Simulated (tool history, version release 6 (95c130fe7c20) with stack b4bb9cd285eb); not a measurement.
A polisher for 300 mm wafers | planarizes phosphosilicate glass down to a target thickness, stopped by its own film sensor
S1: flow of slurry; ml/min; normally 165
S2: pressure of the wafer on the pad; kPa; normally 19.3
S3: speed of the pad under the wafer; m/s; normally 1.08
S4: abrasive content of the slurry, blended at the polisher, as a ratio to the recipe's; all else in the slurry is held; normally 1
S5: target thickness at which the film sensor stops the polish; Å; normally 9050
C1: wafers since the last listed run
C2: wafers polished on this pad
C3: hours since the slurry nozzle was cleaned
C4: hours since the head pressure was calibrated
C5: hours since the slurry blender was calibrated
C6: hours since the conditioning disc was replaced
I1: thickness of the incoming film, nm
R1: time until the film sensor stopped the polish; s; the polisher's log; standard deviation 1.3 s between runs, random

run	day	S1	S2	S3	S4	S5	C1	C2	C3	C4	C5	C6	I1	R1
1	0	165	19.3	1.08	1	9050	0	1872	407.1	415.2	400.8	91	1704.4	96.3
# day 0.254: slurry nozzle cleaned
2	3.221	165	19.3	1.08	1	9050	407	2280	71.2	492.5	478.1	168.3	1693.3	98.2
# day 3.592: slurry blender recalibrated
3	7.233	165	19.3	1.08	1	9050	503	2784	167.5	588.8	87.4	264.6	1694.3	99.9
# day 8.258: worn pad replaced by a new one
4	11.321	165	19.3	1.08	1	9050	502	392	265.6	686.9	185.5	362.7	1735	94.4
5	13.567	185	19.3	1.08	1	9050	288	680	319.5	740.8	239.4	416.6	1676.6	88.6
# day 14.667: conditioning disc replaced and pad reconditioned
6	16.475	185	19.3	1.08	1	9050	362	1043	389.3	810.6	309.2	43.4	1689.5	90.8
# day 19.246: slurry nozzle cleaned
7	20.925	185	19.3	1.08	1	9050	565	1608	40.3	917.4	416	150.2	1720.4	96.2
# day 21.308: head pressure recalibrated
# day 21.425: slurry blender recalibrated
8	22.883	165	19.3	1.08	1	9050	229	1838	87.3	37.8	35	197.2	1709.7	99.2
9	24.983	165	19.3	1.08	1	9050	269	2107	137.7	88.2	85.4	247.6	1675.2	93.1
10	26.754	190	19.3	1.08	1	9050	227	2334	180.2	130.7	127.9	290.1	1709.5	95.3
# day 29.942: worn pad replaced by a new one
11	29.962	165	19.3	1.08	1	9050	390	2	257.2	207.7	204.9	367.1	1690.5	89.3
12	32.867	165	19.3	1.08	0.7	7590	372	375	326.9	277.4	274.6	436.8	1687.4	138.2
# day 33.608: conditioning disc replaced and pad reconditioned
# day 40.021: slurry nozzle cleaned
# day 43.646: slurry blender recalibrated
13	46.275	165	19.3	0.92	0.7	9050	1692	2067	150.1	599.2	63.1	304	1680.7	137.4
14	48.538	165	12.4	1.08	1	10230	290	2358	204.4	653.5	117.4	358.3	1674.8	126.1
15	50.212	165	19.3	1.08	1	9050	214	2572	244.6	693.7	157.6	398.5	1674.2	92.7
# day 50.512: worn pad replaced by a new one
# day 53.292: conditioning disc replaced and pad reconditioned
16	54.321	165	19.3	1.26	1	9050	494	477	343.2	792.3	256.2	24.7	1732	84.3
17	55.842	165	19.3	1.08	0.8	8270	195	672	379.7	828.8	292.7	61.2	1718.4	118
# day 57.262: slurry nozzle cleaned
# day 57.383: head pressure recalibrated
18	57.8	130	22.8	1.32	0.9	9050	235	907	12.9	10	339.7	108.2	1688	74.5
19	61.658	165	19.3	1.08	1	9050	494	1402	105.5	102.6	432.3	200.8	1698.6	94.4
# day 62.512: slurry blender recalibrated
20	64.675	165	19.3	1.08	1.15	9050	376	1778	177.9	175	51.9	273.2	1676.1	86.9
21	67.512	120	13.1	1.08	1	9050	363	2142	246	243.1	120	341.3	1696.3	150.2
# day 68.708: worn pad replaced by a new one
22	69.192	165	19.3	1.36	1.15	9050	193	62	286.3	283.4	160.3	381.6	1686.8	69.1
23	73.288	210	19.3	0.9	1	9840	525	587	384.6	381.7	258.6	479.9	1683.7	91.7
# day 74.108: conditioning disc replaced and pad reconditioned
# day 77.438: slurry nozzle cleaned
24	77.542	140	19.3	0.94	1	9050	529	1116	2.5	483.8	360.7	82.4	1697	110.8
# day 82.808: slurry blender recalibrated
# day 86.479: worn pad replaced by a new one
25	88.062	165	19.3	1.34	1.25	9050	1317	202	255	736.3	126.1	334.9	1729.2	72.5

Branching from run 25: 4 alternative next runs. What would each branch give?
A	88.083	165	19.3	1.08	1	9050	2	205	255.5	736.8	126.6	335.4	1704	?
B	88.083	165	19.3	1.08	0.75	11640	2	205	255.5	736.8	126.6	335.4	1704	?
C	88.083	165	14.5	0.72	1	10780	2	205	255.5	736.8	126.6	335.4	1704	?
D	88.083	135	19.3	1.3	0.7	9050	2	205	255.5	736.8	126.6	335.4	1704	?

run	R1
A	92
B	74.7
C	133
D	103.2
Without the tool's unlogged condition, the same runs would have read:
run	R1
A	91.1
B	73.9
C	131.7
D	102.1
